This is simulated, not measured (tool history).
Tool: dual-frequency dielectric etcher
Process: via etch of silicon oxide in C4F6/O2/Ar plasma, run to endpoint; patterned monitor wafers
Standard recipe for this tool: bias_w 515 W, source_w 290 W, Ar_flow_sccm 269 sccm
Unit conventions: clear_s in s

| run | hour | bias_w | source_w | Ar_flow_sccm | incoming incoming film thickness, nm | clear_s |
|---|---|---|---|---|---|---|
| 1 | 0.0 | 515 | 290 | 269 | 84.3 | 21.8 |
| 2 | 19.5 | 515 | 290 | 269 | 84.4 | 21.8 |
| 3 | 31.7 | 515 | 260 | 269 | 84.2 | 23.2 |
|  | 41.3 | bias power generator calibrated |
|  | 56.1 | Ar flow controller replaced |
|  | 67.5 | wet clean of the chamber |
| 4 | 68.0 | 515 | 260 | 269 | 83.8 | 24.0 |
| 5 | 71.7 | 515 | 290 | 269 | 83.9 | 22.5 |
| 6 | 121.1 | 515 | 330 | 325 | 83.3 | 21.4 |
| 7 | 157.0 | 515 | 290 | 269 | 84.3 | 22.6 |
| 8 | 192.3 | 573 | 250 | 269 | 84.3 | 23.7 |
| 9 | 218.6 | 515 | 340 | 241 | 83.6 | 19.9 |
| 10 | 231.8 | 600 | 360 | 230 | 83.8 | 18.3 |
| 11 | 250.7 | 515 | 290 | 269 | 83.9 | 22.1 |
|  | 298.3 | upper electrode replaced |
| 12 | 298.8 | 601 | 290 | 269 | 85.0 | 21.3 |
| 13 | 314.9 | 398 | 330 | 239 | 84.2 | 21.9 |
| 14 | 342.0 | 515 | 320 | 269 | 84.0 | 21.0 |
| 15 | 367.4 | 515 | 290 | 229 | 84.1 | 21.5 |
| 16 | 392.3 | 581 | 310 | 227 | 83.8 | 19.7 |
| 17 | 407.2 | 515 | 350 | 229 | 84.2 | 19.3 |
| 18 | 421.2 | 515 | 290 | 229 | 84.5 | 21.5 |
| 19 | 440.7 | 469 | 340 | 230 | 82.8 | 19.7 |
| 20 | 473.2 | 479 | 260 | 313 | 83.2 | 24.4 |
|  | 499.4 | wet clean of the chamber |
| 21 | 501.1 | 515 | 290 | 269 | 83.4 | 22.4 |
| 22 | 532.9 | 515 | 290 | 269 | 84.5 | 22.6 |
| 23 | 546.4 | 636 | 350 | 269 | 83.3 | 18.9 |
| 24 | 576.3 | 515 | 260 | 269 | 84.6 | 24.3 |
| 25 | 607.7 | 585 | 290 | 291 | 84.5 | 22.0 |
| 26 | 622.9 | 515 | 350 | 303 | 83.4 | 20.4 |
| 27 | 637.1 | 552 | 290 | 216 | 84.8 | 21.2 |
| 28 | 671.8 | 415 | 330 | 334 | 84.5 | 23.1 |

Forecast each of these 5 alternatives for the next run:
| A | 672.2 | 515 | 290 | 269 | 83.3 | ? |
| B | 672.2 | 462 | 220 | 269 | 83.3 | ? |
| C | 672.2 | 600 | 310 | 312 | 83.3 | ? |
| D | 672.2 | 560 | 230 | 220 | 83.3 | ? |
| E | 672.2 | 406 | 290 | 325 | 83.3 | ? |

| run | clear_s |
|---|---|
| A | 22.1 |
| B | 27.3 |
| C | 20.8 |
| D | 24.0 |
| E | 24.5 |
With the hidden condition removed and each run's random variation left untouched, the same runs would have given:
| run | clear_s |
|---|---|
| A | 22.2 |
| B | 27.5 |
| C | 20.9 |
| D | 24.1 |
| E | 24.6 |
